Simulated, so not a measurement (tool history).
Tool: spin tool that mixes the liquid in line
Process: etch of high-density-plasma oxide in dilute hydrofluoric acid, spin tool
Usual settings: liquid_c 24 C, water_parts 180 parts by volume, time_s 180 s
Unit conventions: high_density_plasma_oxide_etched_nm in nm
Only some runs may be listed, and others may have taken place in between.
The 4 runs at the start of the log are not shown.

run,hour,liquid_c,water_parts,time_s,"read-back film thickness of the high-density-plasma oxide reference wafer, read on the same gauge (nm)",high_density_plasma_oxide_etched_nm
5,92.8,24,180,180,150.03,9.19
6,110.6,21.5,180,150,150.04,7.01
7,139.9,21.5,180,150,150.02,7.01
8,173.8,24,180,180,150,9.29
9,196.1,24,180,180,150.03,9.38
10,218.2,24,180,180,149.99,9.25
# hour 238.2: thermometer replaced
11,246.1,24,180,180,150.03,9.31
12,272.2,24,180,180,149.98,9.36
13,300,24,180,180,149.99,9.4
14,316,24,180,180,150.01,9.42
# hour 327.8: hydrofluoric acid flow meter replaced
# hour 353.3: gauge calibrated
15,368.8,24,180,180,149.99,8.3
16,389.5,24,180,180,150.01,8.38
17,405,25.5,235,105,149.99,3.75
18,424.6,24,235,215,150,7.23
19,460.1,21,180,180,150.01,7.53
20,493.6,24,180,180,150.04,8.49
21,529.4,28,230,80,150.04,3.24
22,552,24,210,265,150.04,10.42

Run 23 has not been measured yet. What should we expect?
23,565,24,180,180,?,?

{"run 23": {"read-back film thickness of the high-density-plasma oxide reference wafer, read on the same gauge (nm)": 150, "high_density_plasma_oxide_etched_nm": 8.62}}
Minus the tool's unlogged condition, the same run would have read high_density_plasma_oxide_etched_nm 8.25 nm.

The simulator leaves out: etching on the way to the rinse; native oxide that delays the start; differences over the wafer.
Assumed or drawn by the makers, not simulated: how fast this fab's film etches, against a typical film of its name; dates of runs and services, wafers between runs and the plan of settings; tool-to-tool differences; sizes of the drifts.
